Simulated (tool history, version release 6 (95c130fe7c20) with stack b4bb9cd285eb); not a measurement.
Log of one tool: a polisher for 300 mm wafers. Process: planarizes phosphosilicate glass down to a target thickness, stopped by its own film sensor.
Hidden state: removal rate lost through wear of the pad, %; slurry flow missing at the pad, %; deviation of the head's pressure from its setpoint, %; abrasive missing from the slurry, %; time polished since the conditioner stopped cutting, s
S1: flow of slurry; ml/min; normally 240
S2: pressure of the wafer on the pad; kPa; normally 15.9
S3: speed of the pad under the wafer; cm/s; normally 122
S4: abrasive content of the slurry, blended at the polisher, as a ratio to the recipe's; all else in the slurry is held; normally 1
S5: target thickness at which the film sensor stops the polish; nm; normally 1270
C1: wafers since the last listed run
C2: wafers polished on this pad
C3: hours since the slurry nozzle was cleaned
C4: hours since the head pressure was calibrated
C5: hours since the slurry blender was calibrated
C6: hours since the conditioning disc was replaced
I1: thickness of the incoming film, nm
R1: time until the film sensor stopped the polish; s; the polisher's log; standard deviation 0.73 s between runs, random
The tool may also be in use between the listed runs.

run     day   S1    S2   S3    S4    S5    C1    C2     C3     C4     C5     C6      I1     R1
  1       0  240  15.9  122   1.1  1270     0  1242  566.1  568.2  199.1  163.2    1939     64
  2   1.396  240  15.9  122   1.1  1270   366  1608  599.6  601.7  232.6  196.7  1956.5   66.9
  3   3.738  240  15.9  122   1.1  1270   614  2223  655.8  657.9  288.8  252.9  1935.8   65.4
      4.992  -- slurry nozzle cleaned
      5.308  -- slurry blender recalibrated
  4    5.85  240  15.9  122     1  1270   521  2744   20.6  708.6     13  303.6  1955.2   71.4
      6.238  -- head pressure recalibrated
  5   6.942  240  15.9  122     1  1270   264  3009   46.8   16.9   39.2  329.8  1935.8   77.1
      8.183  -- conditioning disc replaced and pad reconditioned
      8.796  -- worn pad replaced by a new one
  6   9.462  240  15.9  122     1  1270   595   175  107.3   77.4   99.7   30.7  1961.5   74.7
  7  10.846  265  15.9  122     1  1106   362   538  140.5  110.6  132.9   63.9  1969.8   93.8
  8  12.275  240  15.9  122     1  1270   374   913  174.8  144.9  167.2   98.2  1944.2   74.3
  9  13.733  240  15.9  122  1.15  1270   382  1295  209.8  179.9  202.2  133.2  1950.5   69.1
 10  19.233  240  15.9  122     1  1270  1442  2738  341.8  311.9  334.2  265.2  1935.4   73.9
     21.067  -- slurry blender recalibrated
 11  21.971  240  15.9  122     1  1270   696  3434  407.5  377.6   21.7  330.9  1927.3     73
     22.342  -- worn pad replaced by a new one
     23.258  -- conditioning disc replaced and pad reconditioned
 12  23.925  240  15.9  122     1  1270   447   393  454.4  424.5   68.6     16  1927.8   67.5
 13  29.408  240  15.9  136     1  1270  1438  1832    586  556.1  200.2  147.6  1968.7   67.2
 14  31.379  240  15.9  122     1  1270   517  2349  633.3  603.4  247.5  194.9  1929.5     69
 15  33.604  300  20.7  164   1.1  1270   583  2933  686.7  656.8  300.9  248.3  1934.9   40.3
     34.767  -- slurry nozzle cleaned
 16    35.3  240  18.6  112     1  1270   433  3366   12.8  697.5  341.6    289  1912.2   63.7
     36.075  -- slurry blender recalibrated
     36.492  -- worn pad replaced by a new one
     37.346  -- head pressure recalibrated
     37.821  -- conditioning disc replaced and pad reconditioned
 17   38.15  215  13.1  122  0.85  1205   638   390   81.2   19.3   49.8    7.9  1947.8  111.8
 18  40.783  240  15.9  122     1  1270   690  1081  144.4   82.5    113   71.1  1939.6   72.7
 19  43.225  240  10.3   96     1  1270   640  1722    203  141.1  171.6  129.7  1948.2  139.8
 20  45.183  240  15.9  122     1  1270   513  2235    250  188.1  218.6  176.7  1959.6   74.5
 21  46.633  240  15.9  100     1  1383   380  2616  284.8  222.9  253.4  211.5  1931.9     73
 22  49.158  295  15.9  140     1  1120   662  3278  345.4  283.5    314  272.1  1937.2   81.7
 23  51.029  270  19.3  100     1  1095   490  3769  390.3  328.4  358.9    317    1956   93.3
 24  52.062  275  15.9  122  1.15  1270   271  4040  415.1  353.2  383.7  341.8  1917.7   66.7
     52.804  -- conditioning disc replaced and pad reconditioned
     53.004  -- slurry blender recalibrated
 25  53.617  240  13.1  154  1.15  1270   363  4404  452.4  390.5   14.7   19.5  1954.8   71.8

What if the next run were any one of these 4? Each begins from the tool's condition after run 25:
  A  53.633  240  15.9  156     1  1270   4  4408  452.8  390.9  15.1  19.9  1965.9   ?
  B  53.633  240  13.8  122  0.75  1270   4  4408  452.8  390.9  15.1  19.9  1965.9   ?
  C  53.633  240  15.9  140   1.2  1270   4  4408  452.8  390.9  15.1  19.9  1965.9   ?
  D  53.633  240  15.9  122  1.15  1163   4  4408  452.8  390.9  15.1  19.9  1965.9   ?

run     R1
  A   65.7
  B  113.1
  C   64.8
  D   85.3
With no hidden state in the tool, these same runs would have given:
run     R1
  A   62.9
  B  108.3
  C     62
  D   81.6

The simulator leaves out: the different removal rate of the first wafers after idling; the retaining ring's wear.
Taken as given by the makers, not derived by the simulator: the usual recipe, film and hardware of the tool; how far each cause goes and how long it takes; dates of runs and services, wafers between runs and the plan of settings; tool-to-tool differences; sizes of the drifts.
